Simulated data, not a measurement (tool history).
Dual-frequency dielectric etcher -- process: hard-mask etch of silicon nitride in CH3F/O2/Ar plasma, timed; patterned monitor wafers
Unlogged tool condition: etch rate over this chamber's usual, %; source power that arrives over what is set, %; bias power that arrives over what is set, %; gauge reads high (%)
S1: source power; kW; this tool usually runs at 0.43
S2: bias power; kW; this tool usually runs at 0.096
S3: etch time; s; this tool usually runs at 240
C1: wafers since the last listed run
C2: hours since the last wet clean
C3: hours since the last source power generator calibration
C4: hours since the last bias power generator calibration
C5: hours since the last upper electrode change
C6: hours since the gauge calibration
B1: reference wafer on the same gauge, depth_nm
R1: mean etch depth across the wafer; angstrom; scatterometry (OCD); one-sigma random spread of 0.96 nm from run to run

run 1 hour=0 | S1=0.43 S2=0.096 S3=240 | C1=0 C2=313.2 C3=270.5 C4=1313.9 C5=3546.2 C6=690 | B1=201.1 | R1=1820
run 2 hour=89.3 | S1=0.43 S2=0.096 S3=240 | C1=575 C2=402.5 C3=359.8 C4=1403.2 C5=3635.5 C6=779.3 | B1=201 | R1=1831
run 3 hour=178.5 | S1=0.43 S2=0.08 S3=240 | C1=574 C2=491.7 C3=449 C4=1492.4 C5=3724.7 C6=868.5 | B1=201 | R1=1667
-- hour=232.6 wet clean of the chamber
run 4 hour=235.4 | S1=0.43 S2=0.096 S3=240 | C1=211 C2=2.8 C3=505.9 C4=1549.3 C5=3781.6 C6=925.4 | B1=200.6 | R1=1811
run 5 hour=337.4 | S1=0.43 S2=0.096 S3=240 | C1=657 C2=104.8 C3=607.9 C4=1651.3 C5=3883.6 C6=1027.4 | B1=201.2 | R1=1817
run 6 hour=390.4 | S1=0.43 S2=0.096 S3=240 | C1=341 C2=157.8 C3=660.9 C4=1704.3 C5=3936.6 C6=1080.4 | B1=201.1 | R1=1821
run 7 hour=466.1 | S1=0.43 S2=0.096 S3=240 | C1=487 C2=233.5 C3=736.6 C4=1780 C5=4012.3 C6=1156.1 | B1=200.9 | R1=1820
-- hour=527.5 upper electrode replaced
run 8 hour=528 | S1=0.43 S2=0.096 S3=240 | C1=244 C2=295.4 C3=798.5 C4=1841.9 C5=0.5 C6=1218 | B1=200.7 | R1=1830
-- hour=560.8 bias power generator calibrated
run 9 hour=575.8 | S1=0.43 S2=0.096 S3=240 | C1=282 C2=343.2 C3=846.3 C4=15 C5=48.3 C6=1265.8 | B1=201.3 | R1=1884
run 10 hour=617.7 | S1=0.43 S2=0.096 S3=240 | C1=269 C2=385.1 C3=888.2 C4=56.9 C5=90.2 C6=1307.7 | B1=200.8 | R1=1878
run 11 hour=664.8 | S1=0.51 S2=0.085 S3=259.5 | C1=303 C2=432.2 C3=935.3 C4=104 C5=137.3 C6=1354.8 | B1=201 | R1=2048
run 12 hour=727.3 | S1=0.43 S2=0.096 S3=240 | C1=402 C2=494.7 C3=997.8 C4=166.5 C5=199.8 C6=1417.3 | B1=200.8 | R1=1877
run 13 hour=763.4 | S1=0.43 S2=0.079 S3=176.5 | C1=232 C2=530.8 C3=1033.9 C4=202.6 C5=235.9 C6=1453.4 | B1=201.1 | R1=1242
-- hour=818.4 gauge calibrated
-- hour=828.2 wet clean of the chamber
run 14 hour=846.5 | S1=0.43 S2=0.108 S3=273.5 | C1=380 C2=18.3 C3=1117 C4=285.7 C5=319 C6=28.1 | B1=201 | R1=2211
run 15 hour=897.9 | S1=0.43 S2=0.096 S3=240 | C1=331 C2=69.7 C3=1168.4 C4=337.1 C5=370.4 C6=79.5 | B1=201.2 | R1=1836
run 16 hour=959.2 | S1=0.4 S2=0.096 S3=208.5 | C1=394 C2=131 C3=1229.7 C4=398.4 C5=431.7 C6=140.8 | B1=200.9 | R1=1540
run 17 hour=1025.4 | S1=0.47 S2=0.073 S3=189 | C1=426 C2=197.2 C3=1295.9 C4=464.6 C5=497.9 C6=207 | B1=201.2 | R1=1284
run 18 hour=1084 | S1=0.43 S2=0.096 S3=240 | C1=377 C2=255.8 C3=1354.5 C4=523.2 C5=556.5 C6=265.6 | B1=201 | R1=1820
-- hour=1130.1 source power generator calibrated
run 19 hour=1175.3 | S1=0.4 S2=0.084 S3=195.5 | C1=562 C2=347.1 C3=45.2 C4=614.5 C5=647.8 C6=356.9 | B1=201 | R1=1345
run 20 hour=1244.3 | S1=0.51 S2=0.096 S3=192.5 | C1=444 C2=416.1 C3=114.2 C4=683.5 C5=716.8 C6=425.9 | B1=201 | R1=1565
run 21 hour=1324.2 | S1=0.5 S2=0.074 S3=240 | C1=514 C2=496 C3=194.1 C4=763.4 C5=796.7 C6=505.8 | B1=200.7 | R1=1710
-- hour=1433.3 wet clean of the chamber
run 22 hour=1433.8 | S1=0.34 S2=0.08 S3=217.5 | C1=551 C2=0.5 C3=303.7 C4=873 C5=906.3 C6=615.4 | B1=201.3 | R1=1359
run 23 hour=1451.1 | S1=0.43 S2=0.111 S3=240 | C1=111 C2=17.8 C3=321 C4=890.3 C5=923.6 C6=632.7 | B1=201.3 | R1=1953
run 24 hour=1496.1 | S1=0.53 S2=0.105 S3=240 | C1=289 C2=62.8 C3=366 C4=935.3 C5=968.6 C6=677.7 | B1=201.1 | R1=2071
run 25 hour=1598.7 | S1=0.35 S2=0.074 S3=263 | C1=660 C2=165.4 C3=468.6 C4=1037.9 C5=1071.2 C6=780.3 | B1=200.9 | R1=1604
run 26 hour=1651.5 | S1=0.43 S2=0.105 S3=181.5 | C1=340 C2=218.2 C3=521.4 C4=1090.7 C5=1124 C6=833.1 | B1=200.7 | R1=1440
run 27 hour=1721.9 | S1=0.52 S2=0.116 S3=267 | C1=453 C2=288.6 C3=591.8 C4=1161.1 C5=1194.4 C6=903.5 | B1=201.1 | R1=2424
run 28 hour=1782.3 | S1=0.43 S2=0.096 S3=240 | C1=389 C2=349 C3=652.2 C4=1221.5 C5=1254.8 C6=963.9 | B1=200.8 | R1=1843
run 29 hour=1820.9 | S1=0.43 S2=0.103 S3=240 | C1=248 C2=387.6 C3=690.8 C4=1260.1 C5=1293.4 C6=1002.5 | B1=200.6 | R1=1922
run 30 hour=1887.3 | S1=0.43 S2=0.115 S3=296 | C1=427 C2=454 C3=757.2 C4=1326.5 C5=1359.8 C6=1068.9 | B1=200.9 | R1=2479

Per-run results on a tool with no hidden state, each run keeping its own random variation:
run=1 R1=1842
run=2 R1=1845
run=3 R1=1671
run=4 R1=1858
run=5 R1=1856
run=6 R1=1855
run=7 R1=1848
run=8 R1=1853
run=9 R1=1848
run=10 R1=1841
run=11 R1=2007
run=12 R1=1838
run=13 R1=1215
run=14 R1=2236
run=15 R1=1854
run=16 R1=1552
run=17 R1=1291
run=18 R1=1828
run=19 R1=1347
run=20 R1=1564
run=21 R1=1703
run=22 R1=1385
run=23 R1=1992
run=24 R1=2106
run=25 R1=1623
run=26 R1=1456
run=27 R1=2445
run=28 R1=1854
run=29 R1=1931
run=30 R1=2485
